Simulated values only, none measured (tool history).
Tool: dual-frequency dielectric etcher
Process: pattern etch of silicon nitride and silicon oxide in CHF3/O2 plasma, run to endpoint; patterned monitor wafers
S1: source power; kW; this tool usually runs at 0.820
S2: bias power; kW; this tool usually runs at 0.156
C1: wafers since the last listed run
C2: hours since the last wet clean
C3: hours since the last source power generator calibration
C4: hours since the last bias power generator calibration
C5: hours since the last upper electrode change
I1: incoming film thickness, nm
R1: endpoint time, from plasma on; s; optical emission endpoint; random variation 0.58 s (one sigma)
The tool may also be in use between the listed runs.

run	day	S1	S2	C1	C2	C3	C4	C5	I1	R1
1	0.000	0.770	0.156	0	78.4	1379.7	386.4	3758.2	209.3	132.5
2	7.062	0.820	0.156	1352	247.9	1549.2	555.9	3927.7	208.0	131.9
# day 8.250: source power generator calibrated
3	8.654	0.820	0.156	272	286.1	9.7	594.1	3965.9	210.6	134.1
4	10.454	0.820	0.156	344	329.3	52.9	637.3	4009.1	208.6	133.0
5	13.158	0.820	0.156	517	394.2	117.8	702.2	4074.0	211.5	136.2
6	14.946	0.820	0.156	342	437.1	160.7	745.1	4116.9	207.2	134.2
# day 16.904: wet clean of the chamber
7	18.908	0.820	0.156	567	48.1	255.8	840.2	4212.0	208.4	127.8
8	20.958	0.700	0.156	392	97.3	305.0	889.4	4261.2	209.7	138.2
9	24.788	0.700	0.156	733	189.2	396.9	981.3	4353.1	207.5	137.8
10	28.379	0.700	0.156	687	275.4	483.1	1067.5	4439.3	208.3	138.4
11	31.867	0.820	0.156	667	359.1	566.8	1151.2	4523.0	207.0	131.8
12	33.758	0.820	0.156	362	404.5	612.2	1196.6	4568.4	209.7	134.4
13	36.121	0.820	0.156	452	461.2	668.9	1253.3	4625.1	208.5	134.6
# day 39.929: wet clean of the chamber
# day 39.950: upper electrode replaced
14	39.971	0.820	0.156	541	1.0	761.3	1345.7	0.5	207.3	127.5
15	41.879	0.820	0.156	365	46.8	807.1	1391.5	46.3	208.0	127.1
16	44.525	0.820	0.156	506	110.3	870.6	1455.0	109.8	207.2	128.7
17	48.279	0.820	0.156	719	200.4	960.7	1545.1	199.9	209.6	131.7
18	51.875	0.650	0.194	688	286.7	1047.0	1631.4	286.2	208.7	133.1
19	55.288	0.820	0.136	653	368.6	1128.9	1713.3	368.1	206.7	137.5
20	57.767	0.820	0.156	474	428.1	1188.4	1772.8	427.6	208.8	134.8
# day 59.383: wet clean of the chamber
21	61.458	1.010	0.126	515	49.8	1277.0	1861.4	516.2	209.8	131.7
22	63.175	0.680	0.156	328	91.0	1318.2	1902.6	557.4	207.0	138.9
23	65.288	0.690	0.131	404	141.7	1368.9	1953.3	608.1	208.5	147.9
# day 65.762: bias power generator calibrated
24	68.625	0.960	0.156	607	221.8	1449.0	68.7	688.2	209.4	126.7
25	70.950	0.820	0.156	445	277.6	1504.8	124.5	744.0	209.7	133.9
26	74.292	0.690	0.181	640	357.8	1585.0	204.7	824.2	209.3	136.6
27	76.017	0.820	0.142	330	399.2	1626.4	246.1	865.6	207.0	138.9
28	77.900	0.670	0.156	360	444.4	1671.6	291.3	910.8	208.9	145.6
# day 79.912: source power generator calibrated
# day 80.904: wet clean of the chamber
29	80.925	0.820	0.156	357	0.5	24.3	363.9	983.4	206.3	126.2
30	81.842	0.650	0.156	175	22.5	46.3	385.9	1005.4	207.8	138.6
31	86.142	0.630	0.139	823	125.7	149.5	489.1	1108.6	211.2	148.7
32	88.738	0.820	0.140	497	188.0	211.8	551.4	1170.9	207.4	134.2
33	92.383	0.920	0.177	698	275.5	299.3	638.9	1258.4	206.5	120.9
# day 99.233: wet clean of the chamber
34	104.742	0.820	0.156	2175	132.2	595.9	935.5	1555.0	209.5	129.0

Each row is a separate what-if for the run after 34, all from the same tool condition, not one after another. Results?
A	104.762	0.820	0.156	3	132.7	596.4	936.0	1555.5	206.4	?
B	104.762	0.700	0.194	3	132.7	596.4	936.0	1555.5	206.4	?
C	104.762	0.620	0.177	3	132.7	596.4	936.0	1555.5	206.4	?
D	104.762	0.950	0.171	3	132.7	596.4	936.0	1555.5	206.4	?

run	R1
A	127.7
B	124.6
C	133.7
D	117.8
Without the tool's unlogged condition, the same runs would have read:
run	R1
A	126.8
B	123.8
C	132.8
D	117.0

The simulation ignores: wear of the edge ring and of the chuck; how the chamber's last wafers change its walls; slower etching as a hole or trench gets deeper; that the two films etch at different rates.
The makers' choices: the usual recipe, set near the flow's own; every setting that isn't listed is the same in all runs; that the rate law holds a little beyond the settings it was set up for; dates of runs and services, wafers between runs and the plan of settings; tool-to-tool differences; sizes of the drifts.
